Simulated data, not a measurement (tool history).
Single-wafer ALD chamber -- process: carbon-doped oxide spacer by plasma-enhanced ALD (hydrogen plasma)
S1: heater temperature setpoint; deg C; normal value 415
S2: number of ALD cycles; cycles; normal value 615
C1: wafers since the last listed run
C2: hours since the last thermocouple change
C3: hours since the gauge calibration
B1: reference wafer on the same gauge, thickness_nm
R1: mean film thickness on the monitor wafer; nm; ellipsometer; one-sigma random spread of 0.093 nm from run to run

run 1 hour=0.0 | S1=415 S2=615 | C1=0 C2=1028.2 C3=643.4 | B1=26.692 | R1=25.796
run 2 hour=70.7 | S1=415 S2=543 | C1=37 C2=1098.9 C3=714.1 | B1=26.710 | R1=22.870
run 3 hour=98.0 | S1=415 S2=543 | C1=14 C2=1126.2 C3=741.4 | B1=26.639 | R1=22.780
run 4 hour=224.1 | S1=415 S2=543 | C1=66 C2=1252.3 C3=867.5 | B1=26.726 | R1=22.692
run 5 hour=294.6 | S1=415 S2=615 | C1=37 C2=1322.8 C3=938.0 | B1=26.711 | R1=25.737
run 6 hour=329.0 | S1=415 S2=615 | C1=18 C2=1357.2 C3=972.4 | B1=26.761 | R1=25.867
run 7 hour=524.4 | S1=415 S2=615 | C1=103 C2=1552.6 C3=1167.8 | B1=26.716 | R1=25.820
run 8 hour=556.4 | S1=415 S2=615 | C1=16 C2=1584.6 C3=1199.8 | B1=26.731 | R1=25.840
run 9 hour=592.4 | S1=415 S2=615 | C1=19 C2=1620.6 C3=1235.8 | B1=26.686 | R1=25.873
run 10 hour=649.5 | S1=415 S2=615 | C1=30 C2=1677.7 C3=1292.9 | B1=26.728 | R1=25.855
run 11 hour=684.4 | S1=415 S2=615 | C1=18 C2=1712.6 C3=1327.8 | B1=26.686 | R1=25.714
run 12 hour=738.1 | S1=415 S2=615 | C1=28 C2=1766.3 C3=1381.5 | B1=26.697 | R1=25.601
run 13 hour=801.9 | S1=415 S2=615 | C1=33 C2=1830.1 C3=1445.3 | B1=26.687 | R1=25.872
run 14 hour=854.1 | S1=407 S2=570 | C1=27 C2=1882.3 C3=1497.5 | B1=26.678 | R1=24.522
run 15 hour=908.0 | S1=427 S2=569 | C1=28 C2=1936.2 C3=1551.4 | B1=26.743 | R1=22.834
-- hour=923.2 gauge calibrated
run 16 hour=951.5 | S1=415 S2=615 | C1=22 C2=1979.7 C3=28.3 | B1=26.765 | R1=25.904
run 17 hour=1012.3 | S1=428 S2=505 | C1=32 C2=2040.5 C3=89.1 | B1=26.683 | R1=20.109
run 18 hour=1066.5 | S1=404 S2=662 | C1=28 C2=2094.7 C3=143.3 | B1=26.716 | R1=28.777
run 19 hour=1091.6 | S1=415 S2=615 | C1=13 C2=2119.8 C3=168.4 | B1=26.669 | R1=25.970
run 20 hour=1160.5 | S1=401 S2=652 | C1=36 C2=2188.7 C3=237.3 | B1=26.695 | R1=28.708
run 21 hour=1188.4 | S1=428 S2=526 | C1=14 C2=2216.6 C3=265.2 | B1=26.707 | R1=20.830
-- hour=1208.6 thermocouple changed; heater temperature recalibrated
run 22 hour=1352.1 | S1=406 S2=615 | C1=82 C2=143.5 C3=428.9 | B1=26.687 | R1=27.106
run 23 hour=1401.5 | S1=407 S2=557 | C1=26 C2=192.9 C3=478.3 | B1=26.733 | R1=24.358
run 24 hour=1453.6 | S1=409 S2=615 | C1=27 C2=245.0 C3=530.4 | B1=26.691 | R1=26.725
run 25 hour=1492.3 | S1=424 S2=680 | C1=20 C2=283.7 C3=569.1 | B1=26.683 | R1=27.959
run 26 hour=1549.1 | S1=415 S2=615 | C1=30 C2=340.5 C3=625.9 | B1=26.706 | R1=25.938
run 27 hour=1610.7 | S1=415 S2=615 | C1=32 C2=402.1 C3=687.5 | B1=26.663 | R1=26.032
run 28 hour=1655.5 | S1=415 S2=615 | C1=23 C2=446.9 C3=732.3 | B1=26.681 | R1=26.050

What was the tool's hidden state at every run in the log?
gauge reads high (%): 0, the same for each run
H1: wafer temperature above the value expected at the setpoint (K)
run=1 H1=5.53
run=2 H1=5.67
run=3 H1=5.72
run=4 H1=5.92
run=5 H1=6.02
run=6 H1=6.07
run=7 H1=6.28
run=8 H1=6.31
run=9 H1=6.34
run=10 H1=6.39
run=11 H1=6.42
run=12 H1=6.46
run=13 H1=6.5
run=14 H1=6.53
run=15 H1=6.56
run=16 H1=6.58
run=17 H1=6.61
run=18 H1=6.64
run=19 H1=6.65
run=20 H1=6.68
run=21 H1=6.69
run=22 H1=1.77
run=23 H1=2.13
run=24 H1=2.48
run=25 H1=2.72
run=26 H1=3.06
run=27 H1=3.39
run=28 H1=3.61
